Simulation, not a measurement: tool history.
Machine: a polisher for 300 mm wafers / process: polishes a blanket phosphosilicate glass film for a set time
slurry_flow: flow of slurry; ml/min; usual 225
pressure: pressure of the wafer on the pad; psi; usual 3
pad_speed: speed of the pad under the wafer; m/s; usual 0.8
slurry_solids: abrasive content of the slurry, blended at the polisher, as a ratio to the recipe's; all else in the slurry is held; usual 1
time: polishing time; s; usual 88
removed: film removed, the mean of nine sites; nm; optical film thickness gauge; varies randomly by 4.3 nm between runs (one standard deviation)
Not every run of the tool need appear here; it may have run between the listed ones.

run,hour,slurry_flow,pressure,pad_speed,slurry_solids,time,wafers since the last listed run,wafers polished on this pad,hours since the slurry nozzle was cleaned,hours since the head pressure was calibrated,hours since the slurry blender was calibrated,hours since the conditioning disc was replaced,"incoming thickness of the incoming film, nm",removed
1,0,225,3,0.8,1,88,0,737,496.3,267.9,318.8,99.2,2796.2,536.4
# hour 3.3: worn pad replaced by a new one
2,9,225,3,0.8,1,88,47,47,505.3,276.9,327.8,108.2,2736.5,565.8
3,20.2,225,3,0.8,1,88,93,140,516.5,288.1,339,119.4,2813.4,553.8
4,31.5,200,3,0.8,1,112,94,234,527.8,299.4,350.3,130.7,2803.1,703.3
5,43.6,200,3,0.8,1,112,100,335,539.9,311.5,362.4,142.8,2755.8,690.7
6,56.9,225,3,0.8,1,88,110,446,553.2,324.8,375.7,156.1,2740.2,548.1
# hour 60.7: slurry blender recalibrated
7,71.9,225,3,0.92,1,88,108,554,568.2,339.8,11.2,171.1,2787.9,581.4
# hour 77: worn pad replaced by a new one, of another model than before
8,78.9,225,3,0.92,1,88,25,15,575.2,346.8,18.2,178.1,2746.4,589.3
9,92,225,3,0.8,1,88,109,124,588.3,359.9,31.3,191.2,2802.9,552.8
10,108.7,180,3,0.8,1,88,139,264,605,376.6,48,207.9,2772.7,540.3
# hour 124.3: head pressure recalibrated
11,126.3,275,3,0.8,1,109,130,394,622.6,2,65.6,225.5,2750.2,707.3
# hour 139.7: slurry nozzle cleaned
12,142.1,225,3,0.8,1,88,123,517,2.4,17.8,81.4,241.3,2750.3,544.7
# hour 148.3: conditioning disc replaced and pad reconditioned
# hour 151: worn pad replaced by a new one
13,154.4,225,3.5,0.7,0.7,88,63,28,14.7,30.1,93.7,6.1,2713.9,514.9
14,168.8,260,3,0.98,0.85,71,120,148,29.1,44.5,108.1,20.5,2732.7,465.3

What will run 15 give?
15,184.4,225,3,0.8,0.85,88,130,278,44.7,60.1,123.7,36.1,2731.5,?

{"run 15": {"removed": 518.1}}
Without the tool's hidden state the same run would have given removed 527.5 nm.
